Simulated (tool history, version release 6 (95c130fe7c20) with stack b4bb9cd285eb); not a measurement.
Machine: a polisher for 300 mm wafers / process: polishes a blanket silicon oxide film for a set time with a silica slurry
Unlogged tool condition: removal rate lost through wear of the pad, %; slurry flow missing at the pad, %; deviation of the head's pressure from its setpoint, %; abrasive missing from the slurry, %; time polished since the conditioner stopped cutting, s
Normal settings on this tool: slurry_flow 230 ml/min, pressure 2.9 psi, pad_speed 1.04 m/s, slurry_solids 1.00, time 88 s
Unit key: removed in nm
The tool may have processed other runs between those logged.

run,hour,slurry_flow,pressure,pad_speed,slurry_solids,time,wafers since the last listed run,wafers polished on this pad,hours since the slurry nozzle was cleaned,hours since the head pressure was calibrated,hours since the slurry blender was calibrated,hours since the conditioning disc was replaced,"incoming thickness of the incoming film, nm",removed
1,0.0,280,2.9,1.04,1.00,88,0,2352,140.2,437.9,213.4,172.8,1007.0,195.8
2,55.4,280,2.9,1.04,1.00,88,758,3111,195.6,493.3,268.8,228.2,1019.0,194.2
# hour 60.3: worn pad replaced by a new one
3,103.1,280,2.9,1.04,1.00,88,598,585,243.3,541.0,316.5,275.9,997.9,191.8
4,201.4,230,2.9,1.04,1.00,88,1346,1931,341.6,639.3,414.8,374.2,1007.3,189.5
# hour 229.1: slurry blender recalibrated
# hour 255.8: conditioning disc replaced and pad reconditioned
5,257.4,230,2.9,1.04,1.00,88,712,2643,397.6,695.3,28.3,1.6,1004.7,186.9
# hour 287.5: worn pad replaced by a new one
6,317.6,230,2.9,1.04,1.00,88,769,411,457.8,755.5,88.5,61.8,1004.8,186.7
7,419.2,230,3.5,1.04,1.00,88,1391,1803,559.4,857.1,190.1,163.4,997.7,221.4
8,460.1,230,3.5,1.04,1.00,88,560,2363,600.3,898.0,231.0,204.3,1002.5,225.1
# hour 511.3: worn pad replaced by a new one
9,551.6,230,3.5,1.04,1.00,88,1198,551,691.8,989.5,322.5,295.8,1004.4,222.4
10,595.5,230,2.9,1.04,1.00,73,601,1152,735.7,1033.4,366.4,339.7,997.4,155.1
# hour 621.6: slurry blender recalibrated
11,632.6,270,2.9,1.04,1.00,88,480,1632,772.8,1070.5,11.0,376.8,1007.9,184.0
12,702.9,255,2.2,0.84,1.00,64,962,2595,843.1,1140.8,81.3,447.1,989.0,85.8
# hour 723.8: conditioning disc replaced and pad reconditioned
13,779.7,230,3.7,1.04,1.10,74,1024,3619,919.9,1217.6,158.1,55.9,999.5,201.2
# hour 806.1: slurry nozzle cleaned
# hour 806.6: worn pad replaced by a new one
14,876.9,175,2.9,0.84,1.00,88,1310,963,70.8,1314.8,255.3,153.1,999.9,157.3
# hour 905.3: head pressure recalibrated
15,940.5,230,2.9,1.04,1.00,88,843,1806,134.4,35.2,318.9,216.7,1012.3,193.4
16,987.1,170,2.9,1.04,1.00,88,638,2444,181.0,81.8,365.5,263.3,1000.7,179.2
# hour 1034.3: worn pad replaced by a new one
17,1061.1,230,2.9,0.70,1.00,88,958,366,255.0,155.8,439.5,337.3,980.6,135.4
# hour 1067.0: slurry blender recalibrated
18,1123.9,230,2.9,1.04,1.00,88,832,1198,317.8,218.6,56.9,400.1,1009.5,187.3
# hour 1155.8: conditioning disc replaced and pad reconditioned
19,1161.9,230,2.9,1.04,1.00,88,492,1691,355.8,256.6,94.9,6.1,1006.0,186.2
20,1206.9,275,2.9,1.04,1.00,76,616,2308,400.8,301.6,139.9,51.1,992.1,163.5
# hour 1293.4: worn pad replaced by a new one
21,1304.2,230,2.2,1.24,1.25,103,1277,147,498.1,398.9,237.2,148.4,1002.7,203.2

Branching from run 21: 5 alternative next runs. What would each branch give?
A,1304.6,230,2.9,1.04,1.00,102,5,153,498.5,399.3,237.6,148.8,1003.2,?
B,1304.6,230,2.9,1.04,1.15,88,5,153,498.5,399.3,237.6,148.8,1003.2,?
C,1304.6,230,3.6,1.04,0.75,99,5,153,498.5,399.3,237.6,148.8,1003.2,?
D,1304.6,230,2.9,1.04,0.90,88,5,153,498.5,399.3,237.6,148.8,1003.2,?
E,1304.6,230,2.1,1.18,1.00,88,5,153,498.5,399.3,237.6,148.8,1003.2,?

run,removed
A,219.4
B,201.5
C,228.5
D,179.9
E,151.6
Had the tool no hidden state, the same runs would have come out as:
run,removed
A,234.9
B,215.7
C,244.6
D,192.6
E,162.4

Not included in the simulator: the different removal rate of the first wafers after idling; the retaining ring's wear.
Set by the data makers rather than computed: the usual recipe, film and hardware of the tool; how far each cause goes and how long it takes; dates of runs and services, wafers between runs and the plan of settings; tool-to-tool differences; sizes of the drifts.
